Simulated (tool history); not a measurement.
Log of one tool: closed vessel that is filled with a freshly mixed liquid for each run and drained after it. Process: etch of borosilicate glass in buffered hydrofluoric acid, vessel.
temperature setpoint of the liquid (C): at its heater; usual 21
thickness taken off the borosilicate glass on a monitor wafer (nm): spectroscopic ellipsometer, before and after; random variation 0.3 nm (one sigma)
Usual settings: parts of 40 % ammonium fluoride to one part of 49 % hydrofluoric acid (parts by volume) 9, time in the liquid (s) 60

run,hour,temperature setpoint of the liquid (C),parts of 40 % ammonium fluoride to one part of 49 % hydrofluoric acid (parts by volume),time in the liquid (s),"read-back film thickness of the borosilicate glass reference wafer, read on the same gauge (nm)",thickness taken off the borosilicate glass on a monitor wafer (nm)
1,0,22.5,9,60,29.99,68.76
2,31.4,22.5,9,60,29.97,68.72
3,50.4,22.5,9,60,30,68.76
4,75,21,9,60,30.01,64.06
5,110.4,21,9,60,30,63.78
6,122.7,21,9,60,29.98,63.81
7,140.4,24,9,60,30.01,74.65
8,164.2,24,9,60,29.98,74.92
9,182.6,24,9,60,30,74.97
10,279.4,21,9,75,29.99,69.98
11,292.5,21,9,75,30.01,70.46
12,312.8,17.5,9,60,30.01,45.64
13,334.1,22.5,11.5,30,29.99,24.68
14,351.3,25,9,90,30.02,103.93
15,379.5,21,9,60,29.97,56.37
16,406.4,21,9,35,30,37.29
17,441.7,21,9,60,30.01,63.94
18,469.8,23,11.5,30,29.99,29.12
19,487.4,21,9,60,30,63.73
20,523.3,26,7,45,30,82.65
21,545.1,23.5,6,60,29.99,110.05
22,560.8,21,9,60,29.99,64.34

Not shown: 3 entries that the log had between the listed runs. Between which runs, and how does the tool's hidden state differ before and after?
Between runs 9 and 10: hydrofluoric acid flow meter replaced (hour 215.5); gauge calibrated (hour 274.7)
  liquid colder than its thermometer reads (K): 2.65 -> 2.74; hydrofluoric acid flow above the setpoint (%): 12.7 -> 0.521
  measured less the result without the state, thickness taken off the borosilicate glass on a monitor wafer (nm): -0.83 -> -10.86
Between runs 15 and 16: thermometer replaced (hour 395.9)
  liquid colder than its thermometer reads (K): 2.83 -> 0.433; hydrofluoric acid flow above the setpoint (%): 1.26 -> 1.46
  measured less the result without the state, thickness taken off the borosilicate glass on a monitor wafer (nm): -8.55 -> -0.28
